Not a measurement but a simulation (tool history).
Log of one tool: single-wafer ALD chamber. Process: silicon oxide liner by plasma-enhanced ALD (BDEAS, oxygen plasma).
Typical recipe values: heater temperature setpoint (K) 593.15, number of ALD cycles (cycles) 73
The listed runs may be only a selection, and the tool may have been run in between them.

run	hour	heater temperature setpoint (K)	number of ALD cycles (cycles)	wafers since the last listed run	hours since the last thermocouple change	hours since the gauge calibration	read-back reference wafer on the same gauge, thickness_nm	mean film thickness on the monitor wafer (nm)
1	0	581.15	73	0	311.9	205.5	8.434	7.551
2	51.4	581.15	73	281	363.3	256.9	8.439	7.507
3	140.3	593.15	73	486	452.2	345.8	8.434	7.369
4	208.4	593.15	73	372	520.3	413.9	8.43	7.416
5	291.9	593.15	73	457	603.8	497.4	8.439	7.375
6	341.9	593.15	73	273	653.8	547.4	8.442	7.421
7	447	593.15	73	575	758.9	652.5	8.445	7.426
8	554	593.15	73	585	865.9	759.5	8.446	7.406
9	621.4	593.15	73	369	933.3	826.9	8.441	7.432
# hour 662.8: thermocouple changed; heater temperature recalibrated
10	722.5	593.15	73	509	59.7	928	8.439	7.5
11	759.1	580.15	85	200	96.3	964.6	8.439	8.925
# hour 781.8: gauge calibrated
12	805.5	581.15	73	254	142.7	23.7	8.44	7.627
13	897.9	602.15	85	505	235.1	116.1	8.437	8.564
14	991.3	586.15	63	511	328.5	209.5	8.439	6.508
# hour 1021.4: thermocouple changed; heater temperature recalibrated, repeated, since the last time left the tool worse
15	1067.6	593.15	59	373	46.2	285.8	8.442	5.949
16	1106.5	580.15	73	212	85.1	324.7	8.431	7.552
17	1187.7	578.15	85	444	166.3	405.9	8.446	8.789
18	1295.3	587.15	66	589	273.9	513.5	8.44	6.765
19	1377.8	593.15	73	451	356.4	596	8.441	7.386
20	1473	583.15	87	521	451.6	691.2	8.436	8.951

Predict each of these 5 candidate next runs independently; none follows another, all start after run 20:
A	1473.5	602.15	73	2	452.1	691.7	?	?
B	1473.5	599.15	68	2	452.1	691.7	?	?
C	1473.5	579.15	73	2	452.1	691.7	?	?
D	1473.5	603.15	73	2	452.1	691.7	?	?
E	1473.5	600.15	67	2	452.1	691.7	?	?

run	read-back reference wafer on the same gauge, thickness_nm	mean film thickness on the monitor wafer (nm)
A	8.444	7.285
B	8.444	6.82
C	8.444	7.563
D	8.444	7.273
E	8.444	6.709
What these runs would have given with no unlogged condition in the tool:
run	mean film thickness on the monitor wafer (nm)
A	7.266
B	6.802
C	7.544
D	7.254
E	6.691
